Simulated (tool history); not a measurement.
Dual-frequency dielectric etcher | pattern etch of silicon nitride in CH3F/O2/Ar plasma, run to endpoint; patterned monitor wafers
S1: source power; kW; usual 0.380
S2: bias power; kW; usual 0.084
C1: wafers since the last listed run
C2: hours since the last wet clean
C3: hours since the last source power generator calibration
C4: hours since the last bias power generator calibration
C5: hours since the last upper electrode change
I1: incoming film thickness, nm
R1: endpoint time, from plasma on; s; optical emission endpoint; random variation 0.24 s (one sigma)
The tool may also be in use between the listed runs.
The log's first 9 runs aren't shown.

run 10 hour=218.7 | S1=0.380 S2=0.084 | C1=392 C2=195.3 C3=2449.7 C4=1962.9 C5=3906.1 | I1=32.62 | R1=45.9
run 11 hour=234.3 | S1=0.380 S2=0.084 | C1=192 C2=210.9 C3=2465.3 C4=1978.5 C5=3921.7 | I1=33.01 | R1=46.5
-- hour=250.1 bias power generator calibrated
run 12 hour=250.6 | S1=0.380 S2=0.084 | C1=151 C2=227.2 C3=2481.6 C4=0.5 C5=3938.0 | I1=32.75 | R1=46.2
run 13 hour=276.8 | S1=0.380 S2=0.084 | C1=322 C2=253.4 C3=2507.8 C4=26.7 C5=3964.2 | I1=32.93 | R1=46.6
run 14 hour=298.8 | S1=0.380 S2=0.084 | C1=270 C2=275.4 C3=2529.8 C4=48.7 C5=3986.2 | I1=32.87 | R1=46.6
run 15 hour=320.0 | S1=0.380 S2=0.084 | C1=261 C2=296.6 C3=2551.0 C4=69.9 C5=4007.4 | I1=32.56 | R1=45.8
run 16 hour=353.5 | S1=0.380 S2=0.084 | C1=412 C2=330.1 C3=2584.5 C4=103.4 C5=4040.9 | I1=32.50 | R1=45.2
run 17 hour=383.1 | S1=0.380 S2=0.100 | C1=364 C2=359.7 C3=2614.1 C4=133.0 C5=4070.5 | I1=32.69 | R1=42.5
run 18 hour=415.3 | S1=0.350 S2=0.103 | C1=396 C2=391.9 C3=2646.3 C4=165.2 C5=4102.7 | I1=32.70 | R1=42.4
-- hour=452.6 source power generator calibrated
-- hour=463.9 upper electrode replaced, of another model than before
run 19 hour=464.4 | S1=0.460 S2=0.104 | C1=416 C2=441.0 C3=11.8 C4=214.3 C5=0.5 | I1=33.02 | R1=41.8
run 20 hour=464.7 | S1=0.380 S2=0.084 | C1=3 C2=441.3 C3=12.1 C4=214.6 C5=0.8 | I1=32.39 | R1=45.3
run 21 hour=556.7 | S1=0.410 S2=0.097 | C1=1133 C2=533.3 C3=104.1 C4=306.6 C5=92.8 | I1=32.70 | R1=43.0
run 22 hour=578.7 | S1=0.430 S2=0.073 | C1=270 C2=555.3 C3=126.1 C4=328.6 C5=114.8 | I1=32.97 | R1=45.1
run 23 hour=595.3 | S1=0.410 S2=0.094 | C1=204 C2=571.9 C3=142.7 C4=345.2 C5=131.4 | I1=32.36 | R1=42.3
run 24 hour=610.6 | S1=0.380 S2=0.076 | C1=188 C2=587.2 C3=158.0 C4=360.5 C5=146.7 | I1=32.64 | R1=45.7
-- hour=640.9 wet clean of the chamber
run 25 hour=641.4 | S1=0.380 S2=0.084 | C1=83 C2=0.5 C3=188.8 C4=391.3 C5=177.5 | I1=32.92 | R1=46.8
run 26 hour=663.8 | S1=0.280 S2=0.078 | C1=275 C2=22.9 C3=211.2 C4=413.7 C5=199.9 | I1=32.82 | R1=50.4
run 27 hour=693.4 | S1=0.470 S2=0.084 | C1=364 C2=52.5 C3=240.8 C4=443.3 C5=229.5 | I1=32.76 | R1=44.9
run 28 hour=713.0 | S1=0.380 S2=0.084 | C1=241 C2=72.1 C3=260.4 C4=462.9 C5=249.1 | I1=32.60 | R1=46.4
run 29 hour=737.2 | S1=0.320 S2=0.094 | C1=298 C2=96.3 C3=284.6 C4=487.1 C5=273.3 | I1=32.93 | R1=46.8
run 30 hour=766.3 | S1=0.430 S2=0.074 | C1=358 C2=125.4 C3=313.7 C4=516.2 C5=302.4 | I1=32.66 | R1=46.2
run 31 hour=781.5 | S1=0.380 S2=0.084 | C1=187 C2=140.6 C3=328.9 C4=531.4 C5=317.6 | I1=32.43 | R1=45.2
run 32 hour=806.9 | S1=0.380 S2=0.084 | C1=312 C2=166.0 C3=354.3 C4=556.8 C5=343.0 | I1=32.67 | R1=46.5
run 33 hour=829.5 | S1=0.380 S2=0.084 | C1=278 C2=188.6 C3=376.9 C4=579.4 C5=365.6 | I1=32.63 | R1=45.8

4 ways to go on from here, each from the tool as it stands after run 33. What would each give?
run A hour=829.9 | S1=0.430 S2=0.084 | C1=4 C2=189.0 C3=377.3 C4=579.8 C5=366.0 | I1=32.77 | R1=?
run B hour=829.9 | S1=0.320 S2=0.093 | C1=4 C2=189.0 C3=377.3 C4=579.8 C5=366.0 | I1=32.77 | R1=?
run C hour=829.9 | S1=0.290 S2=0.076 | C1=4 C2=189.0 C3=377.3 C4=579.8 C5=366.0 | I1=32.77 | R1=?
run D hour=829.9 | S1=0.440 S2=0.078 | C1=4 C2=189.0 C3=377.3 C4=579.8 C5=366.0 | I1=32.77 | R1=?

run=A R1=45.0
run=B R1=46.6
run=C R1=49.7
run=D R1=45.6
Without the tool's hidden state the same runs would have given:
run=A R1=46.1
run=B R1=47.7
run=C R1=50.9
run=D R1=46.7
